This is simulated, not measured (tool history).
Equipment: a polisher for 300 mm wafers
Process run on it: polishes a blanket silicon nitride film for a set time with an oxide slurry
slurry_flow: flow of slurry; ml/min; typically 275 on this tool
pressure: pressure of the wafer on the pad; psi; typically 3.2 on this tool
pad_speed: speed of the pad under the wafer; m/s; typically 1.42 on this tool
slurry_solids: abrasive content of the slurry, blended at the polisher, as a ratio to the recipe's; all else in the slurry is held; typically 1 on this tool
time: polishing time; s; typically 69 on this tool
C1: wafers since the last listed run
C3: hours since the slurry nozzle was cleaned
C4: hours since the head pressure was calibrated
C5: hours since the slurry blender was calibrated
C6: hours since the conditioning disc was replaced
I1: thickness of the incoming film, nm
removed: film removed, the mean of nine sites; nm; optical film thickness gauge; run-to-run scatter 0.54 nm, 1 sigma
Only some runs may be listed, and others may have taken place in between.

{"run": 1, "hour": 0.0, "slurry_flow": 275, "pressure": 2.9, "pad_speed": 1.42, "slurry_solids": 1, "time": 69, "C1": 0, "wafers polished on this pad": 232, "C3": 459.5, "C4": 977.7, "C5": 286.3, "C6": 512.1, "I1": 282.5, "removed": 56.3}
{"run": 2, "hour": 37.0, "slurry_flow": 345, "pressure": 3.2, "pad_speed": 1.42, "slurry_solids": 1, "time": 69, "C1": 223, "wafers polished on this pad": 455, "C3": 496.5, "C4": 1014.7, "C5": 323.3, "C6": 549.1, "I1": 280.9, "removed": 62.2}
{"hour": 55.0, "done": "head pressure recalibrated"}
{"hour": 90.0, "done": "conditioning disc replaced and pad reconditioned"}
{"run": 3, "hour": 134.4, "slurry_flow": 345, "pressure": 3.2, "pad_speed": 1.42, "slurry_solids": 1, "time": 69, "C1": 564, "wafers polished on this pad": 1020, "C3": 593.9, "C4": 79.4, "C5": 420.7, "C6": 44.4, "I1": 277.1, "removed": 62.3}
{"run": 4, "hour": 211.1, "slurry_flow": 345, "pressure": 3.2, "pad_speed": 1.42, "slurry_solids": 1, "time": 69, "C1": 463, "wafers polished on this pad": 1483, "C3": 670.6, "C4": 156.1, "C5": 497.4, "C6": 121.1, "I1": 279.8, "removed": 62.6}
{"hour": 264.9, "done": "slurry nozzle cleaned"}
{"run": 5, "hour": 278.3, "slurry_flow": 275, "pressure": 3.2, "pad_speed": 1.42, "slurry_solids": 0.85, "time": 69, "C1": 400, "wafers polished on this pad": 1883, "C3": 13.4, "C4": 223.3, "C5": 564.6, "C6": 188.3, "I1": 276.7, "removed": 55.9}
{"run": 6, "hour": 381.2, "slurry_flow": 275, "pressure": 2.7, "pad_speed": 1.42, "slurry_solids": 1, "time": 69, "C1": 621, "wafers polished on this pad": 2505, "C3": 116.3, "C4": 326.2, "C5": 667.5, "C6": 291.2, "I1": 283.4, "removed": 52}
{"hour": 384.4, "done": "slurry blender recalibrated"}
{"run": 7, "hour": 436.7, "slurry_flow": 275, "pressure": 3.2, "pad_speed": 1.42, "slurry_solids": 1, "time": 92, "C1": 323, "wafers polished on this pad": 2829, "C3": 171.8, "C4": 381.7, "C5": 52.3, "C6": 346.7, "I1": 281.7, "removed": 84}
{"hour": 497.0, "done": "worn pad replaced by a new one"}
{"run": 8, "hour": 522.0, "slurry_flow": 275, "pressure": 3.2, "pad_speed": 1.42, "slurry_solids": 1, "time": 69, "C1": 491, "wafers polished on this pad": 151, "C3": 257.1, "C4": 467, "C5": 137.6, "C6": 432, "I1": 284.2, "removed": 61.8}
{"run": 9, "hour": 577.0, "slurry_flow": 275, "pressure": 2.6, "pad_speed": 1.42, "slurry_solids": 1, "time": 51, "C1": 332, "wafers polished on this pad": 483, "C3": 312.1, "C4": 522, "C5": 192.6, "C6": 487, "I1": 285.1, "removed": 37.3}
{"hour": 619.3, "done": "conditioning disc replaced and pad reconditioned"}
{"run": 10, "hour": 639.7, "slurry_flow": 275, "pressure": 3.2, "pad_speed": 1.42, "slurry_solids": 1, "time": 69, "C1": 366, "wafers polished on this pad": 850, "C3": 374.8, "C4": 584.7, "C5": 255.3, "C6": 20.4, "I1": 284.1, "removed": 61.6}
{"run": 11, "hour": 682.7, "slurry_flow": 275, "pressure": 3.2, "pad_speed": 1.42, "slurry_solids": 1, "time": 69, "C1": 259, "wafers polished on this pad": 1110, "C3": 417.8, "C4": 627.7, "C5": 298.3, "C6": 63.4, "I1": 279.6, "removed": 61.6}
{"run": 12, "hour": 896.3, "slurry_flow": 275, "pressure": 3.2, "pad_speed": 1.92, "slurry_solids": 1.15, "time": 54, "C1": 1290, "wafers polished on this pad": 2401, "C3": 631.4, "C4": 841.3, "C5": 511.9, "C6": 277, "I1": 281.4, "removed": 64.4}
{"run": 13, "hour": 949.9, "slurry_flow": 275, "pressure": 3.2, "pad_speed": 1.68, "slurry_solids": 1, "time": 69, "C1": 323, "wafers polished on this pad": 2725, "C3": 685, "C4": 894.9, "C5": 565.5, "C6": 330.6, "I1": 280.5, "removed": 68.9}
{"hour": 1009.0, "done": "slurry nozzle cleaned"}
{"hour": 1018.8, "done": "slurry blender recalibrated"}
{"run": 14, "hour": 1026.1, "slurry_flow": 275, "pressure": 3.2, "pad_speed": 1.42, "slurry_solids": 1, "time": 61, "C1": 442, "wafers polished on this pad": 3167, "C3": 17.1, "C4": 971.1, "C5": 7.3, "C6": 406.8, "I1": 281.3, "removed": 54.8}
{"hour": 1051.7, "done": "worn pad replaced by a new one"}
{"hour": 1100.3, "done": "head pressure recalibrated"}
{"run": 15, "hour": 1103.5, "slurry_flow": 275, "pressure": 3.9, "pad_speed": 1.42, "slurry_solids": 1, "time": 69, "C1": 431, "wafers polished on this pad": 301, "C3": 94.5, "C4": 3.2, "C5": 84.7, "C6": 484.2, "I1": 279.4, "removed": 76.8}
{"run": 16, "hour": 1152.6, "slurry_flow": 275, "pressure": 3.2, "pad_speed": 1.42, "slurry_solids": 1, "time": 57, "C1": 296, "wafers polished on this pad": 597, "C3": 143.6, "C4": 52.3, "C5": 133.8, "C6": 533.3, "I1": 278.9, "removed": 51.3}
{"hour": 1234.9, "done": "conditioning disc replaced and pad reconditioned"}
{"run": 17, "hour": 1252.7, "slurry_flow": 355, "pressure": 3.2, "pad_speed": 1.42, "slurry_solids": 1.25, "time": 69, "C1": 592, "wafers polished on this pad": 1190, "C3": 243.7, "C4": 152.4, "C5": 233.9, "C6": 17.8, "I1": 279.9, "removed": 70.3}
{"run": 18, "hour": 1324.0, "slurry_flow": 275, "pressure": 2.6, "pad_speed": 1.42, "slurry_solids": 0.9, "time": 76, "C1": 430, "wafers polished on this pad": 1621, "C3": 315, "C4": 223.7, "C5": 305.2, "C6": 89.1, "I1": 280.8, "removed": 52.2}
{"run": 19, "hour": 1383.6, "slurry_flow": 275, "pressure": 3.2, "pad_speed": 1.42, "slurry_solids": 0.75, "time": 69, "C1": 360, "wafers polished on this pad": 1981, "C3": 374.6, "C4": 283.3, "C5": 364.8, "C6": 148.7, "I1": 281, "removed": 52.6}
{"run": 20, "hour": 1458.1, "slurry_flow": 275, "pressure": 3.2, "pad_speed": 1.42, "slurry_solids": 1, "time": 69, "C1": 450, "wafers polished on this pad": 2432, "C3": 449.1, "C4": 357.8, "C5": 439.3, "C6": 223.2, "I1": 277.8, "removed": 61.1}
{"run": 21, "hour": 1539.7, "slurry_flow": 275, "pressure": 2.2, "pad_speed": 1.42, "slurry_solids": 1, "time": 69, "C1": 493, "wafers polished on this pad": 2925, "C3": 530.7, "C4": 439.4, "C5": 520.9, "C6": 304.8, "I1": 275.9, "removed": 42.1}
{"hour": 1564.5, "done": "slurry blender recalibrated"}
{"run": 22, "hour": 1606.6, "slurry_flow": 245, "pressure": 3.2, "pad_speed": 1.24, "slurry_solids": 0.9, "time": 53, "C1": 392, "wafers polished on this pad": 3317, "C3": 597.6, "C4": 506.3, "C5": 42.1, "C6": 371.7, "I1": 277.4, "removed": 39.7}
{"hour": 1672.3, "done": "worn pad replaced by a new one"}
{"run": 23, "hour": 1713.1, "slurry_flow": 275, "pressure": 4.2, "pad_speed": 1.3, "slurry_solids": 1, "time": 91, "C1": 619, "wafers polished on this pad": 246, "C3": 704.1, "C4": 612.8, "C5": 148.6, "C6": 478.2, "I1": 278.2, "removed": 98.2}
{"run": 24, "hour": 1752.5, "slurry_flow": 275, "pressure": 2.2, "pad_speed": 1.42, "slurry_solids": 1, "time": 69, "C1": 238, "wafers polished on this pad": 484, "C3": 743.5, "C4": 652.2, "C5": 188, "C6": 517.6, "I1": 283.8, "removed": 42}
{"hour": 1788.1, "done": "conditioning disc replaced and pad reconditioned"}
{"run": 25, "hour": 1808.4, "slurry_flow": 275, "pressure": 2.2, "pad_speed": 1.2, "slurry_solids": 1, "time": 69, "C1": 325, "wafers polished on this pad": 810, "C3": 799.4, "C4": 708.1, "C5": 243.9, "C6": 20.3, "I1": 277.9, "removed": 36.3}
{"run": 26, "hour": 1899.0, "slurry_flow": 205, "pressure": 2.2, "pad_speed": 1.2, "slurry_solids": 1, "time": 69, "C1": 547, "wafers polished on this pad": 1357, "C3": 890, "C4": 798.7, "C5": 334.5, "C6": 110.9, "I1": 275.4, "removed": 34.3}

Forecast each of these 3 alternatives for the next run:
{"run": "A", "hour": 1899.4, "slurry_flow": 200, "pressure": 3.2, "pad_speed": 1.42, "slurry_solids": 1, "time": 69, "C1": 2, "wafers polished on this pad": 1360, "C3": 890.4, "C4": 799.1, "C5": 334.9, "C6": 111.3, "I1": 281.9, "removed": "?"}
{"run": "B", "hour": 1899.4, "slurry_flow": 275, "pressure": 2.2, "pad_speed": 1.26, "slurry_solids": 1, "time": 69, "C1": 2, "wafers polished on this pad": 1360, "C3": 890.4, "C4": 799.1, "C5": 334.9, "C6": 111.3, "I1": 281.9, "removed": "?"}
{"run": "C", "hour": 1899.4, "slurry_flow": 275, "pressure": 2.1, "pad_speed": 1.42, "slurry_solids": 1, "time": 69, "C1": 2, "wafers polished on this pad": 1360, "C3": 890.4, "C4": 799.1, "C5": 334.9, "C6": 111.3, "I1": 281.9, "removed": "?"}

run=A removed=56.3
run=B removed=36.5
run=C removed=38.4
With the hidden condition removed and each run's random variation left untouched, the same runs would have given:
run=A removed=60.4
run=B removed=38.7
run=C removed=40.6

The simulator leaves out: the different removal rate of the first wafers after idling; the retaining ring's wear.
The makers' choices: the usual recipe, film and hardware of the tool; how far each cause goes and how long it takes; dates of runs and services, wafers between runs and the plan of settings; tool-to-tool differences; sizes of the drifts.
